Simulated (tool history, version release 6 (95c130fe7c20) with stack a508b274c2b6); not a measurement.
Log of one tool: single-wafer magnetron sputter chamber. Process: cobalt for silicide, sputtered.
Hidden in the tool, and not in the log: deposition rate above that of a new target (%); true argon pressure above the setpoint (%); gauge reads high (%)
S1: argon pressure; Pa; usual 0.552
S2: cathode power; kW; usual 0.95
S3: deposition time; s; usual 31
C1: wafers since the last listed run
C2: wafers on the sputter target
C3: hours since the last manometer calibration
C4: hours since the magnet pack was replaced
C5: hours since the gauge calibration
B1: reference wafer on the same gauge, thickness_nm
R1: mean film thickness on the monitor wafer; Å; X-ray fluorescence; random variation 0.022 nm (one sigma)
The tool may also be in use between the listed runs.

run,hour,S1,S2,S3,C1,C2,C3,C4,C5,B1,R1
1,0,0.552,0.95,31,0,1805,1492.6,13031.6,35.5,16.314,145.49
2,12.3,0.552,0.95,34.9,293,2099,1504.9,13043.9,47.8,16.298,163.76
3,25.8,0.552,0.8,31,321,2420,1518.4,13057.4,61.3,16.308,121.99
4,43.2,0.552,0.95,31,414,2835,1535.8,13074.8,78.7,16.297,144.93
# hour 68.7: sputter target and shields replaced
5,69.2,0.552,0.95,31,429,12,1561.8,13100.8,104.7,16.3,146.57
6,81.8,0.552,0.95,31,300,313,1574.4,13113.4,117.3,16.309,145.99
7,91.2,0.552,0.95,31,224,537,1583.8,13122.8,126.7,16.3,146.4
# hour 101.7: magnet pack replaced
8,102.2,0.552,0.95,31,71,608,1594.8,0.5,137.7,16.306,146.14
9,111.1,0.552,0.95,31,212,820,1603.7,9.4,146.6,16.303,146.29
10,120.4,0.552,0.95,31,221,1042,1613,18.7,155.9,16.303,146.18
11,137,0.552,0.95,31,395,1438,1629.6,35.3,172.5,16.291,146.22
12,153.2,0.552,0.95,32.3,386,1824,1645.8,51.5,188.7,16.299,151.56
# hour 160.1: gauge calibrated
13,164.4,0.552,0.95,32.3,266,2091,1657,62.7,4.3,16.299,152
14,180,0.552,0.95,28.5,371,2463,1672.6,78.3,19.9,16.284,133.45
15,187.2,0.552,0.95,34,171,2634,1679.8,85.5,27.1,16.304,158.58
16,197.2,0.485,0.95,31,238,2873,1689.8,95.5,37.1,16.294,147.69
# hour 212.7: capacitance manometer re-zeroed and calibrated
17,213.2,0.701,0.8,36,190,3063,0.5,111.5,53.1,16.294,135.64
18,213.7,0.552,0.95,28.5,11,3075,1,112,53.6,16.305,132.8
19,222.1,0.552,0.95,31,200,3275,9.4,120.4,62,16.301,143.74
20,236.6,0.552,0.95,25.6,345,3621,23.9,134.9,76.5,16.306,118.54
# hour 249.1: sputter target and shields replaced
21,249.6,0.691,1.1,31,119,11,36.9,147.9,89.5,16.312,163.53
22,261.7,0.343,0.85,26.1,288,299,49,160,101.6,16.284,116.91
23,273.4,0.552,0.95,31,278,578,60.7,171.7,113.3,16.294,146.42
24,279.9,0.552,0.95,31,154,733,67.2,178.2,119.8,16.29,145.86
25,286.5,0.343,1.2,29.2,157,890,73.8,184.8,126.4,16.305,184.51
26,293.5,0.399,0.8,34.1,166,1057,80.8,191.8,133.4,16.29,141.45
27,306.9,0.476,0.85,33,319,1376,94.2,205.2,146.8,16.304,142.37
28,321.1,0.552,0.95,35.4,338,1715,108.4,219.4,161,16.294,166.71
29,333.5,0.552,0.95,31,295,2010,120.8,231.8,173.4,16.295,145.19

4 ways to go on from here, each from the tool as it stands after run 29. What would each give?
A,333.9,0.552,0.95,25.8,9,2020,121.2,232.2,173.8,?,?
B,333.9,0.397,0.95,33.3,9,2020,121.2,232.2,173.8,?,?
C,333.9,0.552,1.05,31,9,2020,121.2,232.2,173.8,?,?
D,333.9,0.458,0.95,31,9,2020,121.2,232.2,173.8,?,?

run,B1,R1
A,16.301,121.29
B,16.301,163.34
C,16.301,161.08
D,16.301,149.52
Without the tool's hidden state the same runs would have given:
run,R1
A,121.93
B,164.2
C,161.93
D,150.32
